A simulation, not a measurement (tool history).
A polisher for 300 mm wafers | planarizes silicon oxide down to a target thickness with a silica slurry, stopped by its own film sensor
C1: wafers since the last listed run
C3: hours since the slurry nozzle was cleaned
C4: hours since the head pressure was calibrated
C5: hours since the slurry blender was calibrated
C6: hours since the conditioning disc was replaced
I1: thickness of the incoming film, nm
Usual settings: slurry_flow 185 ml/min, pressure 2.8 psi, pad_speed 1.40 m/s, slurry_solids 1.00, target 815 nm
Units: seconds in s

run 1 hour=0.0 | slurry_flow=185 pressure=2.8 pad_speed=1.40 slurry_solids=1.00 target=842 | C1=0 wafers_polished_on_this_pad=224 C3=273.6 C4=257.7 C5=65.3 C6=446.9 | I1=1096.4 | seconds=92.7
run 2 hour=8.6 | slurry_flow=185 pressure=2.8 pad_speed=1.40 slurry_solids=1.00 target=815 | C1=42 wafers_polished_on_this_pad=266 C3=282.2 C4=266.3 C5=73.9 C6=455.5 | I1=1109.2 | seconds=110.0
run 3 hour=25.8 | slurry_flow=185 pressure=2.8 pad_speed=1.40 slurry_solids=1.00 target=815 | C1=85 wafers_polished_on_this_pad=351 C3=299.4 C4=283.5 C5=91.1 C6=472.7 | I1=1111.4 | seconds=111.5
run 4 hour=38.8 | slurry_flow=220 pressure=2.8 pad_speed=1.40 slurry_solids=1.00 target=759 | C1=64 wafers_polished_on_this_pad=416 C3=312.4 C4=296.5 C5=104.1 C6=485.7 | I1=1099.5 | seconds=123.9
run 5 hour=49.7 | slurry_flow=220 pressure=2.8 pad_speed=1.40 slurry_solids=1.00 target=759 | C1=54 wafers_polished_on_this_pad=470 C3=323.3 C4=307.4 C5=115.0 C6=496.6 | I1=1112.0 | seconds=132.6
run 6 hour=66.3 | slurry_flow=220 pressure=2.8 pad_speed=1.40 slurry_solids=1.00 target=759 | C1=82 wafers_polished_on_this_pad=552 C3=339.9 C4=324.0 C5=131.6 C6=513.2 | I1=1095.8 | seconds=126.9
run 7 hour=84.0 | slurry_flow=185 pressure=2.8 pad_speed=1.40 slurry_solids=1.20 target=815 | C1=87 wafers_polished_on_this_pad=640 C3=357.6 C4=341.7 C5=149.3 C6=530.9 | I1=1118.5 | seconds=107.6
-- hour=85.3 slurry nozzle cleaned
-- hour=88.9 worn pad replaced by a new one
run 8 hour=94.5 | slurry_flow=185 pressure=2.8 pad_speed=1.40 slurry_solids=1.20 target=815 | C1=29 wafers_polished_on_this_pad=27 C3=9.2 C4=352.2 C5=159.8 C6=541.4 | I1=1110.6 | seconds=93.5
run 9 hour=104.9 | slurry_flow=185 pressure=2.0 pad_speed=1.56 slurry_solids=0.70 target=815 | C1=51 wafers_polished_on_this_pad=79 C3=19.6 C4=362.6 C5=170.2 C6=551.8 | I1=1101.8 | seconds=160.8
run 10 hour=112.3 | slurry_flow=210 pressure=3.3 pad_speed=1.40 slurry_solids=1.25 target=742 | C1=36 wafers_polished_on_this_pad=116 C3=27.0 C4=370.0 C5=177.6 C6=559.2 | I1=1088.2 | seconds=93.1
-- hour=119.2 conditioning disc replaced and pad reconditioned
run 11 hour=124.7 | slurry_flow=240 pressure=2.8 pad_speed=1.82 slurry_solids=1.10 target=815 | C1=51 wafers_polished_on_this_pad=167 C3=39.4 C4=382.4 C5=190.0 C6=5.5 | I1=1082.0 | seconds=71.8
run 12 hour=142.0 | slurry_flow=185 pressure=2.8 pad_speed=1.40 slurry_solids=1.00 target=815 | C1=85 wafers_polished_on_this_pad=253 C3=56.7 C4=399.7 C5=207.3 C6=22.8 | I1=1100.3 | seconds=105.3
run 13 hour=155.1 | slurry_flow=185 pressure=2.8 pad_speed=1.66 slurry_solids=1.00 target=815 | C1=64 wafers_polished_on_this_pad=318 C3=69.8 C4=412.8 C5=220.4 C6=35.9 | I1=1086.8 | seconds=90.9
run 14 hour=169.4 | slurry_flow=185 pressure=2.8 pad_speed=1.40 slurry_solids=1.10 target=815 | C1=70 wafers_polished_on_this_pad=389 C3=84.1 C4=427.1 C5=234.7 C6=50.2 | I1=1087.9 | seconds=100.3
run 15 hour=177.3 | slurry_flow=185 pressure=2.8 pad_speed=1.40 slurry_solids=1.00 target=847 | C1=39 wafers_polished_on_this_pad=428 C3=92.0 C4=435.0 C5=242.6 C6=58.1 | I1=1098.7 | seconds=98.1
-- hour=191.8 head pressure recalibrated
run 16 hour=193.0 | slurry_flow=185 pressure=2.8 pad_speed=1.80 slurry_solids=1.00 target=815 | C1=67 wafers_polished_on_this_pad=496 C3=107.7 C4=1.2 C5=258.3 C6=73.8 | I1=1088.3 | seconds=87.0
-- hour=220.5 slurry blender recalibrated
run 17 hour=222.1 | slurry_flow=220 pressure=2.3 pad_speed=1.40 slurry_solids=1.10 target=879 | C1=134 wafers_polished_on_this_pad=630 C3=136.8 C4=30.3 C5=1.6 C6=102.9 | I1=1106.7 | seconds=104.3
-- hour=230.2 worn pad replaced by a new one, of another model than before
run 18 hour=236.8 | slurry_flow=235 pressure=2.8 pad_speed=1.82 slurry_solids=1.00 target=815 | C1=53 wafers_polished_on_this_pad=32 C3=151.5 C4=45.0 C5=16.3 C6=117.6 | I1=1102.0 | seconds=84.8
run 19 hour=251.2 | slurry_flow=185 pressure=2.8 pad_speed=1.60 slurry_solids=1.00 target=815 | C1=71 wafers_polished_on_this_pad=104 C3=165.9 C4=59.4 C5=30.7 C6=132.0 | I1=1092.6 | seconds=89.3
run 20 hour=297.8 | slurry_flow=185 pressure=2.8 pad_speed=1.40 slurry_solids=1.00 target=815 | C1=230 wafers_polished_on_this_pad=334 C3=212.5 C4=106.0 C5=77.3 C6=178.6 | I1=1113.1 | seconds=113.5
run 21 hour=310.7 | slurry_flow=185 pressure=2.8 pad_speed=1.40 slurry_solids=1.20 target=815 | C1=63 wafers_polished_on_this_pad=398 C3=225.4 C4=118.9 C5=90.2 C6=191.5 | I1=1090.9 | seconds=98.7

Forecast run 22:
run 22 hour=326.5 | slurry_flow=185 pressure=2.8 pad_speed=1.70 slurry_solids=1.00 target=863 | C1=78 wafers_polished_on_this_pad=477 C3=241.2 C4=134.7 C5=106.0 C6=207.3 | I1=1117.6 | seconds=?

seconds: 88.7 s
Without the tool's hidden state the same run would have given seconds 76.3 s.

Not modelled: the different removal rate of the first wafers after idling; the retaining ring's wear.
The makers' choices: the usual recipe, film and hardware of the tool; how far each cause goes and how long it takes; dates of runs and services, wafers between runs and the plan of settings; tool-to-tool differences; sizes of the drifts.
